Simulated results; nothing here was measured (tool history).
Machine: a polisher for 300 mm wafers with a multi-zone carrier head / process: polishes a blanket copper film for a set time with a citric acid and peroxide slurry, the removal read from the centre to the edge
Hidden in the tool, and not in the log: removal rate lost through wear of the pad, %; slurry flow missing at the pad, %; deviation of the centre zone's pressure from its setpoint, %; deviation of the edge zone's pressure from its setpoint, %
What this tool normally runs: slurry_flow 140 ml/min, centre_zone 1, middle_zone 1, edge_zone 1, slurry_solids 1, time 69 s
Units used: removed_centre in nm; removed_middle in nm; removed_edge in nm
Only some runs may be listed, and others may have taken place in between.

run	hour	slurry_flow	centre_zone	middle_zone	edge_zone	slurry_solids	time	wafers since the last listed run	wafers polished on this pad	hours since the slurry nozzle was cleaned	hours since the centre zone pressure was calibrated	hours since the edge zone pressure was calibrated	hours since the carrier head's membrane was replaced	incoming thickness of the incoming film, nm	removed_centre	removed_middle	removed_edge
1	0	140	1	1	1	1	69	0	828	334.5	829.6	623.8	529.3	1002.1	169.6	175	174
# hour 17.5: centre zone pressure recalibrated
2	67.1	140	1	1	1	1	69	592	1421	401.6	49.6	690.9	596.4	990.8	169.2	171.5	171
3	145.4	115	1	1	1	1	81	712	2133	479.9	127.9	769.2	674.7	984.9	185.5	188.9	196.1
# hour 181.7: worn pad replaced by a new one
4	253	115	1	1	1	1	81	942	648	587.5	235.5	876.8	782.3	1007.7	183.3	187.4	192.4
# hour 330.4: slurry nozzle cleaned
5	341.2	140	1	1	1	1	69	793	1441	10.8	323.7	965	870.5	993.8	175.5	176.4	173.2
# hour 410.5: carrier head's membrane replaced by a new one
6	425.2	140	1	1	1	1	69	718	2160	94.8	407.7	1049	14.7	1004.2	175.4	174.9	174.8
# hour 440.3: edge zone pressure recalibrated
# hour 449.9: worn pad replaced by a new one
7	493.7	140	1	0.96	1	1	69	568	398	163.3	476.2	53.4	83.2	1018.1	175	168.1	176.8
8	547.1	140	1	0.96	1	1	69	485	884	216.7	529.6	106.8	136.6	1005.2	170.1	171.8	175.4
9	612.5	110	1	1	1	1	69	594	1479	282.1	595	172.2	202	996.9	159.2	164.5	164.9
10	657.7	140	1	1	1	1	63	411	1890	327.3	640.2	217.4	247.2	1003.3	158	157.7	158.9
# hour 700: worn pad replaced by a new one
11	707.9	140	1	1	0.91	1	46	420	71	377.5	690.4	267.6	297.4	1013.8	115.1	115.3	111.9
# hour 882.5: centre zone pressure recalibrated
12	931.3	140	1	1	1	0.9	69	2014	2085	600.9	48.8	491	520.8	985	164.4	165.6	167.5
# hour 951.4: slurry nozzle cleaned
# hour 959.2: worn pad replaced by a new one
13	1022.4	175	0.96	1	1	1.2	84	783	575	71	139.9	582.1	611.9	994.4	217.1	226.3	224
14	1107.4	140	1	1	0.91	1	46	773	1348	156	224.9	667.1	696.9	1003.2	116.8	115.5	112.2
15	1163.4	110	1	1	1	1	83	509	1857	212	280.9	723.1	752.9	995	195.5	200.9	201.6
# hour 1205.8: worn pad replaced by a new one
16	1234.1	140	1.09	0.92	1	1	69	606	257	282.7	351.6	793.8	823.6	1006.4	190	161	174.1

Forecast each of these 3 alternatives for the next run:
A	1234.5	140	1	1	1	1	69	3	260	283.1	352	794.2	824	1004.4	?	?	?
B	1234.5	140	0.92	1	1	1	69	3	260	283.1	352	794.2	824	1004.4	?	?	?
C	1234.5	90	1	1	1	1	69	3	260	283.1	352	794.2	824	1004.4	?	?	?

run	removed_centre	removed_middle	removed_edge
A	174.2	173.9	173.5
B	160.7	173.9	173.5
C	150.1	152.7	158.8
Take away the tool's hidden state, keep each run's random variation, and the runs would have read:
run	removed_centre	removed_middle	removed_edge
A	175.7	175.2	174.5
B	162.1	175.3	174.5
C	152.3	154.6	160.1
